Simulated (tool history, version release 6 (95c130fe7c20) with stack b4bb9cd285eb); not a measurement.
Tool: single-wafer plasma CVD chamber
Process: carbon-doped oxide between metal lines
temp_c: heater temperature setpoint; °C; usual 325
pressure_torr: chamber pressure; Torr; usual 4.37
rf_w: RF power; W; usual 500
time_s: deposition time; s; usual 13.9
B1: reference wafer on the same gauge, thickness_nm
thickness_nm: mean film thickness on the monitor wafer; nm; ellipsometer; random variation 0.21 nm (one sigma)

run 1 hour=0 | temp_c=325 pressure_torr=4.37 rf_w=500 time_s=13.9 | B1=84.866 | thickness_nm=75.616
run 2 hour=34.3 | temp_c=325 pressure_torr=4.37 rf_w=500 time_s=13.9 | B1=84.922 | thickness_nm=75.922
run 3 hour=49.9 | temp_c=315 pressure_torr=4.37 rf_w=500 time_s=13.9 | B1=84.86 | thickness_nm=78.895
run 4 hour=79.2 | temp_c=325 pressure_torr=4.68 rf_w=500 time_s=13.9 | B1=84.91 | thickness_nm=76.321
run 5 hour=96.6 | temp_c=325 pressure_torr=4.68 rf_w=500 time_s=13.9 | B1=84.9 | thickness_nm=76.18
run 6 hour=133 | temp_c=325 pressure_torr=4.68 rf_w=500 time_s=13.9 | B1=84.928 | thickness_nm=76.337
run 7 hour=147.4 | temp_c=325 pressure_torr=4.37 rf_w=500 time_s=13.1 | B1=84.876 | thickness_nm=70.729
run 8 hour=166.6 | temp_c=325 pressure_torr=4.37 rf_w=545 time_s=13.9 | B1=84.942 | thickness_nm=81.189
run 9 hour=196.5 | temp_c=325 pressure_torr=4.37 rf_w=545 time_s=13.9 | B1=84.893 | thickness_nm=80.723
run 10 hour=214.8 | temp_c=314 pressure_torr=4.37 rf_w=500 time_s=13.9 | B1=84.873 | thickness_nm=78.456
run 11 hour=242.5 | temp_c=325 pressure_torr=4.37 rf_w=500 time_s=13.9 | B1=84.865 | thickness_nm=74.709
run 12 hour=262.8 | temp_c=325 pressure_torr=4.37 rf_w=500 time_s=13.9 | B1=84.894 | thickness_nm=74.896
-- hour=279.4 thermocouple changed; heater temperature recalibrated
-- hour=294.5 showerhead replaced
-- hour=308 capacitance manometer re-zeroed and calibrated
run 13 hour=370.1 | temp_c=325 pressure_torr=3.59 rf_w=500 time_s=14.6 | B1=84.913 | thickness_nm=75.43
-- hour=390.8 RF generator calibrated
run 14 hour=402.2 | temp_c=317 pressure_torr=5.08 rf_w=500 time_s=13.9 | B1=84.888 | thickness_nm=82.912
run 15 hour=437.2 | temp_c=313 pressure_torr=4.37 rf_w=575 time_s=13.9 | B1=84.905 | thickness_nm=92.578
run 16 hour=460.6 | temp_c=311 pressure_torr=4.99 rf_w=500 time_s=13.9 | B1=84.899 | thickness_nm=85.337
run 17 hour=487.5 | temp_c=334 pressure_torr=3.32 rf_w=500 time_s=13.9 | B1=84.895 | thickness_nm=71.197
run 18 hour=506.8 | temp_c=325 pressure_torr=4.37 rf_w=440 time_s=12.9 | B1=84.949 | thickness_nm=62.985
run 19 hour=529.6 | temp_c=325 pressure_torr=4.37 rf_w=500 time_s=16.6 | B1=84.953 | thickness_nm=92.556
-- hour=533.3 gauge calibrated
run 20 hour=555.5 | temp_c=325 pressure_torr=4.37 rf_w=500 time_s=13.9 | B1=84.979 | thickness_nm=77.311
run 21 hour=575 | temp_c=325 pressure_torr=4.37 rf_w=500 time_s=13.9 | B1=84.95 | thickness_nm=77.506
run 22 hour=603 | temp_c=311 pressure_torr=3.43 rf_w=600 time_s=13.9 | B1=84.909 | thickness_nm=91.926
run 23 hour=629.3 | temp_c=311 pressure_torr=5.4 rf_w=500 time_s=15.1 | B1=84.907 | thickness_nm=93.147
run 24 hour=643.1 | temp_c=325 pressure_torr=4.37 rf_w=500 time_s=13.9 | B1=84.908 | thickness_nm=77.28
run 25 hour=665.8 | temp_c=325 pressure_torr=3.63 rf_w=500 time_s=13.9 | B1=84.932 | thickness_nm=74.335
run 26 hour=695.4 | temp_c=325 pressure_torr=4.37 rf_w=500 time_s=13.9 | B1=84.908 | thickness_nm=76.704
run 27 hour=711.8 | temp_c=329 pressure_torr=5.39 rf_w=445 time_s=13 | B1=84.884 | thickness_nm=65.506

Forecast each of these 3 alternatives for the next run:
run A hour=712.2 | temp_c=325 pressure_torr=4.37 rf_w=500 time_s=13.9 | B1=? | thickness_nm=?
run B hour=712.2 | temp_c=329 pressure_torr=4.83 rf_w=570 time_s=11.5 | B1=? | thickness_nm=?
run C hour=712.2 | temp_c=319 pressure_torr=5.05 rf_w=500 time_s=16.5 | B1=? | thickness_nm=?

run=A B1=84.876 thickness_nm=77.218
run=B B1=84.876 thickness_nm=72.183
run=C B1=84.876 thickness_nm=96.711
Without the tool's hidden state the same runs would have given:
run=A thickness_nm=78.652
run=B thickness_nm=73.462
run=C thickness_nm=98.507
